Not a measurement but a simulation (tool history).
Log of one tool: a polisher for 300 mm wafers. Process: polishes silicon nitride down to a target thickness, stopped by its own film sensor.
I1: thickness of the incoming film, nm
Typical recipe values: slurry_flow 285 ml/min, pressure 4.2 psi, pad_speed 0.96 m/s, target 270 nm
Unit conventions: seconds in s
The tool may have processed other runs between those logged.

Run 1, hour 0: usual settings; I1 508.4. Result: seconds 123.7 s.
Run 2, hour 80.4: usual settings; I1 515.9. Result: seconds 129.1 s.
Run 3, hour 117: usual settings; I1 506.5. Result: seconds 125.8 s.
Run 4, hour 182.1: usual settings but slurry_flow 230 ml/min; I1 508.2. Result: seconds 129.2 s.
At hour 215: worn pad replaced by a new one.
Run 5, hour 262.2: usual settings but pressure 3.2 psi; I1 513.2. Result: seconds 178 s.
Run 6, hour 324.4: usual settings but pressure 5.3 psi; I1 513.4. Result: seconds 105.3 s.
At hour 338.5: slurry nozzle cleaned.
Run 7, hour 592.4: usual settings but pressure 5.3 psi; I1 499.7. Result: seconds 104.8 s.
Run 8, hour 679.6: usual settings; I1 509.6. Result: seconds 138.4 s.
Run 9, hour 787.1: usual settings; I1 503.1. Result: seconds 137.9 s.
Run 10, hour 835.3: usual settings; I1 511.6. Result: seconds 140.2 s.
At hour 845: head pressure recalibrated.
Run 11, hour 904.4: usual settings; I1 509.5. Result: seconds 139.6 s.
At hour 910.7: worn pad replaced by a new one, repeated, since the last time left the tool worse.
Run 12, hour 990.4: usual settings; I1 510.7. Result: seconds 119.1 s.
Run 13, hour 1034.4: usual settings but slurry_flow 330 ml/min, pressure 5.1 psi, pad_speed 1.06 m/s, target 300 nm; I1 515.1. Result: seconds 83.4 s.
At hour 1066.3: slurry nozzle cleaned.
Run 14, hour 1123.9: usual settings but slurry_flow 370 ml/min, pressure 2.7 psi, target 337 nm; I1 509.1. Result: seconds 130.8 s.
Run 15, hour 1212.7: usual settings; I1 504.9. Result: seconds 122.7 s.
Run 16, hour 1252.2: usual settings but slurry_flow 340 ml/min, pressure 2.8 psi, pad_speed 1.24 m/s, target 307 nm; I1 501.1. Result: seconds 125.7 s.
Run 17, hour 1347.9: usual settings but slurry_flow 200 ml/min, target 194 nm; I1 511. Result: seconds 167.9 s.
Run 18, hour 1420.4: usual settings but pressure 2.9 psi, pad_speed 1.26 m/s; I1 501. Result: seconds 150.6 s.
Run 19, hour 1462.7: usual settings but slurry_flow 200 ml/min, pressure 3.3 psi; I1 509.2. Result: seconds 173.1 s.
Run 20, hour 1506.5: usual settings; I1 509.7. Result: seconds 129.3 s.
Run 21, hour 1606.3: usual settings but pressure 3.2 psi, pad_speed 1.06 m/s; I1 502.2. Result: seconds 152.2 s.
Run 22, hour 1693.8: usual settings; I1 506.9. Result: seconds 126.4 s.
At hour 1786.6: worn pad replaced by a new one.
Run 23, hour 1800.3: usual settings; I1 508.3. Result: seconds 116.7 s.
Run 24, hour 1903.7: usual settings but pressure 5.6 psi; I1 510.2. Result: seconds 90 s.
At hour 1919.4: slurry nozzle cleaned.
Run 25, hour 1954.5: usual settings; I1 520.5. Result: seconds 130.7 s.
Run 26, hour 2009.5: usual settings but pad_speed 1.28 m/s; I1 515.2. Result: seconds 107.3 s.
At hour 2053.5: head pressure recalibrated.
Run 27, hour 2112.9: usual settings; I1 503. Result: seconds 118.9 s.
Run 28, hour 2366.7: usual settings; I1 508.2. Result: seconds 123.9 s.
Run 29, hour 2463.7: usual settings but slurry_flow 260 ml/min, pad_speed 0.84 m/s, target 210 nm; I1 508.6. Result: seconds 172.4 s.
Run 30, hour 2505.6: usual settings but slurry_flow 235 ml/min, pressure 5.2 psi; I1 515.4. Result: seconds 108.1 s.
At hour 2518.2: worn pad replaced by a new one.
Run 31, hour 2575.1: usual settings but target 186 nm; I1 504.5. Result: seconds 160.7 s.
Run 32, hour 2650.8: usual settings but slurry_flow 250 ml/min, pressure 3.5 psi, pad_speed 0.72 m/s, target 344 nm; I1 509.5. Result: seconds 122.8 s.
Run 33, hour 2705.1: usual settings; I1 517.1. Result: seconds 126.9 s.
At hour 2794.4: slurry nozzle cleaned.
Run 34, hour 2806.2: usual settings but slurry_flow 330 ml/min, pressure 5.1 psi, pad_speed 1.06 m/s, target 300 nm; I1 512.6. Result: seconds 82.7 s.
Run 35, hour 2851.9: usual settings but pad_speed 0.72 m/s; I1 502.9. Result: seconds 144.8 s.
Run 36, hour 2915.9: usual settings but slurry_flow 235 ml/min, pad_speed 1.22 m/s; I1 510. Result: seconds 107.7 s.

Pick out some run-to-run changes in seconds. Of each, how much would a tool without hidden state show as well, from the settings, what came in and chance, and how much is left for the hidden state and any gauge scatter not in both results compared?
Hidden conditions of the tool in this case: removal rate lost through wear of the pad, %; slurry flow missing at the pad, %; deviation of the head's pressure from its setpoint, %.
Run 4 -> 5: slurry_flow 230 -> 285, pressure 4.2 -> 3.2, worn pad replaced by a new one. seconds +48.8 s: hidden state +12.7, all else +36.1.
Run 5 -> 6: pressure 3.2 -> 5.3. seconds -72.7 s: hidden state -7.3, all else -65.4.
Run 11 -> 12: worn pad replaced by a new one, repeated, since the last time left the tool worse. seconds -20.5 s: hidden state -20, all else -0.5.
Run 22 -> 23: worn pad replaced by a new one. seconds -9.7 s: hidden state -8.1, all else -1.6.
Run 29 -> 30: slurry_flow 260 -> 235, pressure 4.2 -> 5.2, pad_speed 0.84 -> 0.96, target 210 -> 270. seconds -64.3 s: hidden state -3, all else -61.3.
Run 34 -> 35: slurry_flow 330 -> 285, pressure 5.1 -> 4.2, pad_speed 1.06 -> 0.72, target 300 -> 270. seconds +62.1 s: hidden state +2.4, all else +59.7.
